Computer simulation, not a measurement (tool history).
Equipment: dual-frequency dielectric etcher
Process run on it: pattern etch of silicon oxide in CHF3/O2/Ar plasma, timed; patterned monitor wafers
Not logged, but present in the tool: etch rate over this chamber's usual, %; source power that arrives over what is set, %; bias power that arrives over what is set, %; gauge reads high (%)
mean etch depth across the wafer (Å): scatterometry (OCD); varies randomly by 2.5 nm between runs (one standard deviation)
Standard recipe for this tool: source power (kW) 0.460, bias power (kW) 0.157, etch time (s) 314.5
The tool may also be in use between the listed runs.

run,hour,source power (kW),bias power (kW),etch time (s),wafers since the last listed run,hours since the last wet clean,hours since the last source power generator calibration,hours since the last bias power generator calibration,hours since the last upper electrode change,hours since the gauge calibration,"read-back reference wafer on the same gauge, depth_nm",mean etch depth across the wafer (Å)
1,0.0,0.460,0.157,314.5,0,500.6,2360.6,5386.9,3598.8,40.5,453.8,5079
2,6.2,0.460,0.157,314.5,38,506.8,2366.8,5393.1,3605.0,46.7,453.7,5130
3,23.2,0.460,0.133,314.5,106,523.8,2383.8,5410.1,3622.0,63.7,454.5,4840
4,30.2,0.460,0.133,314.5,43,530.8,2390.8,5417.1,3629.0,70.7,453.3,4837
5,37.7,0.460,0.179,314.5,46,538.3,2398.3,5424.6,3636.5,78.2,453.6,5250
6,50.8,0.460,0.179,314.5,81,551.4,2411.4,5437.7,3649.6,91.3,453.6,5313
7,59.3,0.460,0.157,246.0,53,559.9,2419.9,5446.2,3658.1,99.8,454.2,3985
# hour 74.6: gauge calibrated
# hour 81.8: source power generator calibrated
# hour 83.6: wet clean of the chamber
# hour 85.7: upper electrode replaced
8,86.2,0.460,0.157,246.0,119,2.6,4.4,5473.1,0.5,11.6,453.2,3983
9,86.6,0.500,0.185,338.5,2,3.0,4.8,5473.5,0.9,12.0,454.4,5860
10,87.0,0.500,0.185,338.5,2,3.4,5.2,5473.9,1.3,12.4,453.7,5905
# hour 92.7: bias power generator calibrated
11,95.8,0.460,0.130,229.0,30,12.2,14.0,3.1,10.1,21.2,454.3,3542
12,109.3,0.510,0.157,370.5,84,25.7,27.5,16.6,23.6,34.7,454.1,6175
13,125.1,0.460,0.157,246.0,98,41.5,43.3,32.4,39.4,50.5,453.9,4029
14,142.9,0.580,0.157,314.5,111,59.3,61.1,50.2,57.2,68.3,454.1,5449
15,158.9,0.460,0.167,238.0,100,75.3,77.1,66.2,73.2,84.3,453.6,3907
16,165.9,0.460,0.196,241.0,43,82.3,84.1,73.2,80.2,91.3,454.1,4168

Hidden state, per run?
etch rate over this chamber's usual, %: 0 at every run
source power that arrives over what is set, %: 0 at every run
bias power that arrives over what is set, %: 0 at every run
gauge reads high (%): 0 at every run
